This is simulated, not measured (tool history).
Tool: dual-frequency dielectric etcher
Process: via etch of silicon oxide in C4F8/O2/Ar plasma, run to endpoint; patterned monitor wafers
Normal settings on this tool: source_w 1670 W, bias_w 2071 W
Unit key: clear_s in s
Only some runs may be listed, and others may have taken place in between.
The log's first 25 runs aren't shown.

run	hour	source_w	bias_w	incoming incoming film thickness, nm	clear_s
26	747.5	1430	2512	976.6	207.9
27	761.5	1990	2444	986.7	190.3
28	790.8	1520	2545	980.3	205.9
29	806.6	1670	2359	984.6	201.9
30	836.8	1670	2071	985.8	208.1
31	871.8	1670	2071	984.2	208.7
32	888.3	1670	1737	976.0	212.9
33	921.6	1400	2322	973.0	215.2
34	956.4	1410	1857	970.1	221.0
35	969.9	1810	2234	992.5	204.7
36	1002.5	1980	1704	983.2	206.1

Predict each of these 3 candidate next runs independently; none follows another, all start after run 36:
A	1003.0	1670	2071	984.5	?
B	1003.0	1300	1829	984.5	?
C	1003.0	1440	2406	984.5	?

run	clear_s
A	212.8
B	233.9
C	217.7
Take away the tool's hidden state, keep each run's random variation, and the runs would have read:
run	clear_s
A	202.0
B	222.0
C	206.6

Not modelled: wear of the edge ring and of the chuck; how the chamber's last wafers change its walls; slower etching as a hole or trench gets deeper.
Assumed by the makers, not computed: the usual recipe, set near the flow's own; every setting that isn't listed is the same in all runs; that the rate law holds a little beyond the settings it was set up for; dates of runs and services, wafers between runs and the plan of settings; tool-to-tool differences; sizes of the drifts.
